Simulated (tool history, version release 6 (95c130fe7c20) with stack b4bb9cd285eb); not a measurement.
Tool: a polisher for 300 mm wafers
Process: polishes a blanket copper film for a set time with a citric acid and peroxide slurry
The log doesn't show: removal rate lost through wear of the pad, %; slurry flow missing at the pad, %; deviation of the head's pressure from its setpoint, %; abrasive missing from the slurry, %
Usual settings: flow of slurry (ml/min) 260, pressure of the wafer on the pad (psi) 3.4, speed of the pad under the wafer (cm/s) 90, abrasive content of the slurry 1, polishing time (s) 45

run,hour,flow of slurry (ml/min),pressure of the wafer on the pad (psi),speed of the pad under the wafer (cm/s),abrasive content of the slurry,polishing time (s),wafers since the last listed run,wafers polished on this pad,hours since the slurry nozzle was cleaned,hours since the head pressure was calibrated,hours since the slurry blender was calibrated,"incoming thickness of the incoming film, nm",film removed (nm)
1,0,260,3.4,90,1,37,0,2965,128.3,1027.8,545.5,1002.2,83.7
# hour 9.4: slurry blender recalibrated
2,81,260,3.4,90,1,45,444,3409,209.3,1108.8,71.6,1026.6,101.2
# hour 94.8: worn pad replaced by a new one
3,220.8,260,3.4,90,1,45,763,708,349.1,1248.6,211.4,1001.4,99.4
4,320.7,260,3.4,90,1,45,561,1269,449,1348.5,311.3,1013.8,98.8
5,424.6,260,3.4,90,1,45,584,1853,552.9,1452.4,415.2,1017.1,99.1
6,470.4,260,3.4,90,1,45,257,2111,598.7,1498.2,461,1001.4,96.4
# hour 535.3: slurry nozzle cleaned
7,545.1,260,3.4,90,1,45,414,2525,9.8,1572.9,535.7,1010.1,97.1
# hour 566: head pressure recalibrated
# hour 600.2: slurry blender recalibrated
8,600.6,260,3.4,90,1,45,289,2814,65.3,34.6,0.4,1003.9,108.9
# hour 640.7: worn pad replaced by a new one
9,657.4,285,3.4,90,1,45,296,93,122.1,91.4,57.2,1024.3,109.9
10,744.9,285,3.4,90,1,45,491,585,209.6,178.9,144.7,1016.4,107.9
11,834.6,260,3.4,90,1,45,504,1089,299.3,268.6,234.4,1008.9,106.1
12,940,260,3.4,90,1,45,592,1682,404.7,374,339.8,1015.3,107.6
# hour 1185.9: slurry nozzle cleaned
13,1188.5,260,3.4,90,1,45,1391,3073,2.6,622.5,588.3,1000.1,104.4
# hour 1217.7: worn pad replaced by a new one
14,1228.4,190,3.4,90,1,32,201,60,42.5,662.4,628.2,997.6,71.1
# hour 1237.8: slurry blender recalibrated
15,1387.7,180,3.4,90,1,56,884,944,201.8,821.7,149.9,1025.8,123.4
16,1469.3,260,3.4,116,1,45,458,1402,283.4,903.3,231.5,993.6,129.2
17,1569.1,290,3.4,90,1,45,560,1963,383.2,1003.1,331.3,1007,102.5
18,1649.5,260,3.4,90,1,45,451,2415,463.6,1083.5,411.7,1001.4,101.9
# hour 1775.3: slurry nozzle cleaned
# hour 1824: slurry blender recalibrated
# hour 1907.6: worn pad replaced by a new one
19,1973.4,260,2.8,122,1,45,1781,369,198.1,1407.4,149.4,1004.5,114.7
20,2019.8,260,3.4,90,0.85,45,260,630,244.5,1453.8,195.8,1017.6,95.7
# hour 2072.1: head pressure recalibrated
21,2083.5,260,3.4,90,1,55,346,977,308.2,11.4,259.5,1018.9,132.1
22,2169.5,260,3.4,90,1,61,483,1460,394.2,97.4,345.5,1012,144
23,2222,260,3.4,90,1,45,295,1755,446.7,149.9,398,1028.5,106
24,2263.5,225,3.4,68,1,45,233,1989,488.2,191.4,439.5,1022.7,81.9
25,2347.4,260,3.4,90,1,45,471,2460,572.1,275.3,523.4,1023.6,105.5
26,2413.1,260,3.4,90,1,55,369,2830,637.8,341,589.1,1026.2,129.3
27,2462.9,170,3.4,90,0.9,52,279,3110,687.6,390.8,638.9,996,111.6
# hour 2489.4: worn pad replaced by a new one
# hour 2529.5: slurry nozzle cleaned
# hour 2532.5: slurry blender recalibrated
28,2548.6,260,2.3,80,1,45,442,315,19.1,476.5,16.1,1012,72.2
29,2650.5,220,3.4,90,1,45,572,888,121,578.4,118,1014.4,101.1
30,2729.8,260,3.4,118,1,54,445,1334,200.3,657.7,197.3,1004.3,157.2
31,2786.6,330,3.4,90,1,40,319,1653,257.1,714.5,254.1,1026.7,94.6

What the log doesn't show, run by run:
removal rate lost through wear of the pad, %: 0 in every run
slurry flow missing at the pad, %: 0 in every run
abrasive missing from the slurry, %: 0 in every run
H1: deviation of the head's pressure from its setpoint, %
run,H1
1,-7.72
2,-8.35
3,-9.42
4,-10.2
5,-11
6,-11.3
7,-11.9
8,1.49
9,1.05
10,0.381
11,-0.31
12,-1.12
13,-3.04
14,-3.34
15,-4.57
16,-5.2
17,-5.97
18,-6.59
19,-9.08
20,-9.44
21,0.221
22,-0.441
23,-0.846
24,-1.17
25,-1.81
26,-2.32
27,-2.7
28,-3.36
29,-4.15
30,-4.76
31,-5.19

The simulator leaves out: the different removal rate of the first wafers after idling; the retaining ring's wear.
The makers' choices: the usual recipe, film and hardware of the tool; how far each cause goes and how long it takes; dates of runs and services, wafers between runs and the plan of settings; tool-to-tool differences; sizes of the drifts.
